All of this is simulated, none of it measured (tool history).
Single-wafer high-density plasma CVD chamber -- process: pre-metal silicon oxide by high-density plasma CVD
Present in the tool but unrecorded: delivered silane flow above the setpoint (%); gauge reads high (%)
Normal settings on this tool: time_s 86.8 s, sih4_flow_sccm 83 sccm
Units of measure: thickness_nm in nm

| run | day | time_s | sih4_flow_sccm | wafers since the last listed run | hours since the silane flow controller was replaced | hours since the gauge calibration | read-back reference wafer on the same gauge, thickness_nm | thickness_nm |
|---|---|---|---|---|---|---|---|---|
| 1 | 0 | 86.8 | 83 | 0 | 2405.1 | 697.6 | 719.834 | 682.71 |
| 2 | 1.079 | 86.8 | 83 | 440 | 2431 | 723.5 | 720.32 | 680.425 |
| 3 | 5.5 | 86.8 | 83 | 1803 | 2537.1 | 829.6 | 720.123 | 679.558 |
| 4 | 8.233 | 86.8 | 83 | 1115 | 2602.7 | 895.2 | 719.736 | 684.135 |
| 5 | 10.942 | 86.8 | 83 | 1105 | 2667.7 | 960.2 | 720.353 | 681.953 |
| 6 | 13.05 | 86.8 | 83 | 860 | 2718.3 | 1010.8 | 719.787 | 683.996 |
| 7 | 14.8 | 86.8 | 77 | 714 | 2760.3 | 1052.8 | 720.452 | 633.022 |
| 8 | 16.854 | 86.8 | 77 | 838 | 2809.6 | 1102.1 | 720.071 | 632.799 |
|  | 23.312 | silane flow controller replaced |
| 9 | 25.738 | 86.8 | 83 | 3488 | 58.2 | 1315.3 | 720.252 | 727.761 |
| 10 | 28.317 | 86.8 | 83 | 1052 | 120.1 | 1377.2 | 720.013 | 728.717 |
| 11 | 31.258 | 86.8 | 83 | 1200 | 190.7 | 1447.8 | 720.246 | 725.66 |
| 12 | 33.629 | 86.8 | 83 | 967 | 247.6 | 1504.7 | 720.214 | 725.339 |
|  | 36.325 | silane flow controller replaced, repeated, since the last time left the tool worse |
| 13 | 36.346 | 86.8 | 83 | 972 | 0.5 | 1569.9 | 720.032 | 698.281 |
| 14 | 37.554 | 86.8 | 83 | 493 | 29.5 | 1598.9 | 720.145 | 700.103 |
|  | 37.958 | gauge calibrated |
| 15 | 40.312 | 78.3 | 70 | 1125 | 95.7 | 56.5 | 720.285 | 530.809 |
| 16 | 42.629 | 71.4 | 67 | 945 | 151.3 | 112.1 | 720.153 | 464.674 |
| 17 | 43.904 | 86.8 | 83 | 520 | 181.9 | 142.7 | 719.997 | 697.245 |
| 18 | 45.108 | 100.2 | 73 | 491 | 210.8 | 171.6 | 719.754 | 709.838 |
| 19 | 47.154 | 77.4 | 75 | 834 | 259.9 | 220.7 | 720.442 | 563.471 |
| 20 | 48.967 | 81.5 | 94 | 739 | 303.4 | 264.2 | 720.064 | 742.718 |
| 21 | 51.671 | 86.8 | 83 | 1103 | 368.3 | 329.1 | 720.154 | 693.331 |
| 22 | 56.754 | 86.8 | 83 | 2074 | 490.3 | 451.1 | 719.983 | 694.76 |
| 23 | 59.7 | 74.8 | 93 | 1202 | 561 | 521.8 | 719.94 | 668.753 |
| 24 | 62.283 | 86.8 | 92 | 1054 | 623 | 583.8 | 720.348 | 768.143 |
| 25 | 64.488 | 86.8 | 92 | 899 | 675.9 | 636.7 | 720.212 | 766.878 |
| 26 | 67.212 | 86.8 | 83 | 1111 | 741.3 | 702.1 | 719.755 | 693.263 |
| 27 | 68.758 | 73.8 | 75 | 630 | 778.4 | 739.2 | 719.713 | 530.775 |
| 28 | 71.733 | 97.1 | 94 | 1214 | 849.8 | 810.6 | 719.967 | 875.63 |

Below are 3 alternative next runs, each starting from the tool's condition after run 28. Predict each:
| A | 71.75 | 86.8 | 83 | 6 | 850.2 | 811 | ? | ? |
| B | 71.75 | 102.2 | 83 | 6 | 850.2 | 811 | ? | ? |
| C | 71.75 | 82.5 | 78 | 6 | 850.2 | 811 | ? | ? |

| run | read-back reference wafer on the same gauge, thickness_nm | thickness_nm |
|---|---|---|
| A | 719.918 | 689.732 |
| B | 719.918 | 812.103 |
| C | 719.918 | 616.071 |
With no hidden state in the tool, these same runs would have given:
| run | thickness_nm |
|---|---|
| A | 697.624 |
| B | 821.396 |
| C | 623.121 |
